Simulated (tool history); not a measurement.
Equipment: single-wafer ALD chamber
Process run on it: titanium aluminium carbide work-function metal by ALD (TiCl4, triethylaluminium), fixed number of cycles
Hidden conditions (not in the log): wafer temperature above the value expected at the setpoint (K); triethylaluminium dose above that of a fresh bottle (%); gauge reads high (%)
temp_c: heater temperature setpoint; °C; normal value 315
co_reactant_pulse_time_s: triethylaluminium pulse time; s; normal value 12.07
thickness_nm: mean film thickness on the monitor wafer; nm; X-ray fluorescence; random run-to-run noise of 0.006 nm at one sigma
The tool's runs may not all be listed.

| run | day | temp_c | co_reactant_pulse_time_s | wafers since the last listed run | hours since the last thermocouple change | hours since the last triethylaluminium bottle change | hours since the showerhead was replaced | hours since the gauge calibration | read-back reference wafer on the same gauge, thickness_nm | thickness_nm |
|---|---|---|---|---|---|---|---|---|---|---|
| 1 | 0 | 315 | 12.07 | 0 | 2470.6 | 692.2 | 3029.5 | 701.2 | 2.421 | 2.236 |
| 2 | 1.308 | 315 | 12.07 | 319 | 2502 | 723.6 | 3060.9 | 732.6 | 2.423 | 2.239 |
| 3 | 2.104 | 315 | 12.07 | 194 | 2521.1 | 742.7 | 3080 | 751.7 | 2.421 | 2.239 |
| 4 | 3.583 | 315 | 12.07 | 360 | 2556.6 | 778.2 | 3115.5 | 787.2 | 2.421 | 2.228 |
| 5 | 5.067 | 315 | 13.11 | 361 | 2592.2 | 813.8 | 3151.1 | 822.8 | 2.419 | 2.247 |
| 6 | 6.279 | 315 | 13.11 | 295 | 2621.3 | 842.9 | 3180.2 | 851.9 | 2.419 | 2.253 |
| 7 | 6.846 | 307 | 12.07 | 138 | 2634.9 | 856.5 | 3193.8 | 865.5 | 2.418 | 2.134 |
| 8 | 7.421 | 307 | 12.07 | 140 | 2648.7 | 870.3 | 3207.6 | 879.3 | 2.421 | 2.15 |
| 9 | 8.021 | 315 | 12.07 | 146 | 2663.1 | 884.7 | 3222 | 893.7 | 2.421 | 2.223 |
| 10 | 11.692 | 315 | 12.07 | 895 | 2751.2 | 972.8 | 3310.1 | 981.8 | 2.42 | 2.222 |
|  | 12.308 | gauge calibrated |
| 11 | 12.388 | 315 | 10.8 | 169 | 2767.9 | 989.5 | 3326.8 | 1.9 | 2.419 | 2.185 |
| 12 | 13.229 | 315 | 10.8 | 205 | 2788.1 | 1009.7 | 3347 | 22.1 | 2.419 | 2.181 |
| 13 | 14.704 | 315 | 10.89 | 359 | 2823.5 | 1045.1 | 3382.4 | 57.5 | 2.421 | 2.176 |
| 14 | 15.221 | 315 | 12.07 | 126 | 2835.9 | 1057.5 | 3394.8 | 69.9 | 2.422 | 2.211 |
| 15 | 15.979 | 301 | 8.31 | 185 | 2854.1 | 1075.7 | 3413 | 88.1 | 2.419 | 1.926 |
| 16 | 17.088 | 329 | 12.07 | 270 | 2880.7 | 1102.3 | 3439.6 | 114.7 | 2.422 | 2.354 |
|  | 18.608 | triethylaluminium bottle replaced |
|  | 18.883 | thermocouple changed; heater temperature recalibrated |
| 17 | 18.904 | 315 | 12.07 | 294 | 0.5 | 7.1 | 3483.2 | 158.3 | 2.42 | 2.252 |
| 18 | 19.338 | 315 | 13.84 | 105 | 10.9 | 17.5 | 3493.6 | 168.7 | 2.421 | 2.269 |
| 19 | 20.767 | 315 | 12.07 | 348 | 45.2 | 51.8 | 3527.9 | 203 | 2.421 | 2.252 |
| 20 | 22.212 | 315 | 10.35 | 352 | 79.9 | 86.5 | 3562.6 | 237.7 | 2.42 | 2.224 |
| 21 | 23.592 | 303 | 12.07 | 336 | 113 | 119.6 | 3595.7 | 270.8 | 2.419 | 2.127 |
|  | 24.5 | showerhead replaced |
| 22 | 24.746 | 319 | 10.17 | 200 | 140.7 | 147.3 | 5.9 | 298.5 | 2.418 | 2.261 |
| 23 | 25.629 | 315 | 12.07 | 215 | 161.9 | 168.5 | 27.1 | 319.7 | 2.418 | 2.259 |
| 24 | 27.021 | 315 | 9.81 | 339 | 195.3 | 201.9 | 60.5 | 353.1 | 2.417 | 2.213 |
| 25 | 28.517 | 328 | 14.88 | 364 | 231.2 | 237.8 | 96.4 | 389 | 2.422 | 2.415 |
| 26 | 29.762 | 315 | 14.48 | 303 | 261.1 | 267.7 | 126.3 | 418.9 | 2.42 | 2.264 |
| 27 | 30.321 | 315 | 12.07 | 136 | 274.5 | 281.1 | 139.7 | 432.3 | 2.418 | 2.26 |
| 28 | 30.942 | 320 | 12.07 | 151 | 289.4 | 296 | 154.6 | 447.2 | 2.421 | 2.295 |
| 29 | 32.146 | 315 | 12.07 | 293 | 318.3 | 324.9 | 183.5 | 476.1 | 2.421 | 2.249 |

What if the next run were any one of these 4? Each begins from the tool's condition after run 29:
| A | 32.162 | 315 | 8.23 | 4 | 318.7 | 325.3 | 183.9 | 476.5 | ? | ? |
| B | 32.162 | 323 | 14.01 | 4 | 318.7 | 325.3 | 183.9 | 476.5 | ? | ? |
| C | 32.162 | 308 | 9.3 | 4 | 318.7 | 325.3 | 183.9 | 476.5 | ? | ? |
| D | 32.162 | 301 | 12.07 | 4 | 318.7 | 325.3 | 183.9 | 476.5 | ? | ? |

| run | read-back reference wafer on the same gauge, thickness_nm | thickness_nm |
|---|---|---|
| A | 2.42 | 2.153 |
| B | 2.42 | 2.353 |
| C | 2.42 | 2.12 |
| D | 2.42 | 2.102 |
What these runs would have given with no unlogged condition in the tool:
| run | thickness_nm |
|---|---|
| A | 2.168 |
| B | 2.358 |
| C | 2.132 |
| D | 2.108 |
